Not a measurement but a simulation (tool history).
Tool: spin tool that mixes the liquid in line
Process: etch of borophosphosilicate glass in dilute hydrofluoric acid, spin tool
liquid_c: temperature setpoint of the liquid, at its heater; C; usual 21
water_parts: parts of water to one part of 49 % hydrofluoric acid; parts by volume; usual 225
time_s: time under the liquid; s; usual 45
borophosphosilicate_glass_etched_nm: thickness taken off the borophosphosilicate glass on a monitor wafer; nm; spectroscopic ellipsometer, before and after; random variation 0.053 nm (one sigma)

run	hour	liquid_c	water_parts	time_s	wafers since the last listed run	hours since the thermometer was replaced	hours since the hydrofluoric acid flow meter was replaced	hours since the gauge calibration	read-back film thickness of the borophosphosilicate glass reference wafer, read on the same gauge (nm)	borophosphosilicate_glass_etched_nm
1	0	21	225	60	0	881.7	656.5	2680.9	90	7.63
2	78.7	18	225	45	752	960.4	735.2	2759.6	89.98	5.07
# hour 253.2: thermometer replaced
3	289.3	21	225	45	2003	36.1	945.8	2970.2	89.98	5.74
# hour 322.4: hydrofluoric acid flow meter replaced
4	349.8	21	285	45	568	96.6	27.4	3030.7	90	4.3
5	405.2	21	285	45	529	152	82.8	3086.1	89.98	4.17
6	443	21	225	45	361	189.8	120.6	3123.9	90	5.65
7	487.2	21	225	45	422	234	164.8	3168.1	89.99	5.61
8	574.7	21	225	45	836	321.5	252.3	3255.6	90	5.63
9	640.4	21	225	45	628	387.2	318	3321.3	90.02	5.6
10	733.9	21	225	45	893	480.7	411.5	3414.8	89.99	5.68
11	837.8	21	225	45	993	584.6	515.4	3518.7	90.02	5.68
12	888.5	21	225	45	484	635.3	566.1	3569.4	90	5.55
13	927.2	21	225	45	370	674	604.8	3608.1	90	5.64
14	971	21	225	55	418	717.8	648.6	3651.9	89.98	6.89
15	1071	21	225	45	956	817.8	748.6	3751.9	90.03	5.74
16	1163.1	21	225	45	880	909.9	840.7	3844	89.97	5.7
17	1241.5	19	225	45	749	988.3	919.1	3922.4	89.98	5.2
# hour 1442.1: thermometer replaced
# hour 1488.7: hydrofluoric acid flow meter replaced
18	1556.3	24	145	55	2990	114.2	67.6	4237.2	90.01	13.19
# hour 1564.1: gauge calibrated
19	1649.3	17	140	45	889	207.2	160.6	85.2	89.96	8.34
20	1711.1	22.5	225	45	590	269	222.4	147	90.01	6.02
21	1772.9	25	145	30	590	330.8	284.2	208.8	90.01	7.4
22	1914.2	21	225	45	1350	472.1	425.5	350.1	89.99	5.66
23	1994.7	18.5	285	35	769	552.6	506	430.6	90.01	3
24	2037.7	17	225	55	411	595.6	549	473.6	90	5.98
25	2081.1	21	320	45	414	639	592.4	517	90	3.64
26	2167.6	22.5	300	45	827	725.5	678.9	603.5	90	4.15
27	2243	17.5	195	45	720	800.9	754.3	678.9	90	5.92
28	2328.2	19.5	225	45	814	886.1	839.5	764.1	90.02	5.29
29	2403.6	21	225	45	720	961.5	914.9	839.5	89.97	5.57
30	2506.2	23.5	120	20	980	1064.1	1017.5	942.1	89.99	5.7
31	2558.5	19	275	25	500	1116.4	1069.8	994.4	89.97	2.26
# hour 2612.5: thermometer replaced
32	2614.6	24.5	190	65	526	2.1	1125.9	1050.5	90.04	11.47
# hour 2683.4: hydrofluoric acid flow meter replaced
33	2836.3	21	225	45	2110	223.8	152.9	1272.2	89.97	5.62

Hidden state at the last listed run before each entry between runs and at the first one after, where it differs:
Between runs 2 and 3: thermometer replaced (hour 253.2)
  no hidden state differs between the two runs
Between runs 3 and 4: hydrofluoric acid flow meter replaced (hour 322.4)
  no hidden state differs between the two runs
Between runs 17 and 18: thermometer replaced (hour 1442.1); hydrofluoric acid flow meter replaced (hour 1488.7)
  no hidden state differs between the two runs
Between runs 18 and 19: gauge calibrated (hour 1564.1)
  no hidden state differs between the two runs
Between runs 31 and 32: thermometer replaced (hour 2612.5)
  no hidden state differs between the two runs
Between runs 32 and 33: hydrofluoric acid flow meter replaced (hour 2683.4)
  no hidden state differs between the two runs

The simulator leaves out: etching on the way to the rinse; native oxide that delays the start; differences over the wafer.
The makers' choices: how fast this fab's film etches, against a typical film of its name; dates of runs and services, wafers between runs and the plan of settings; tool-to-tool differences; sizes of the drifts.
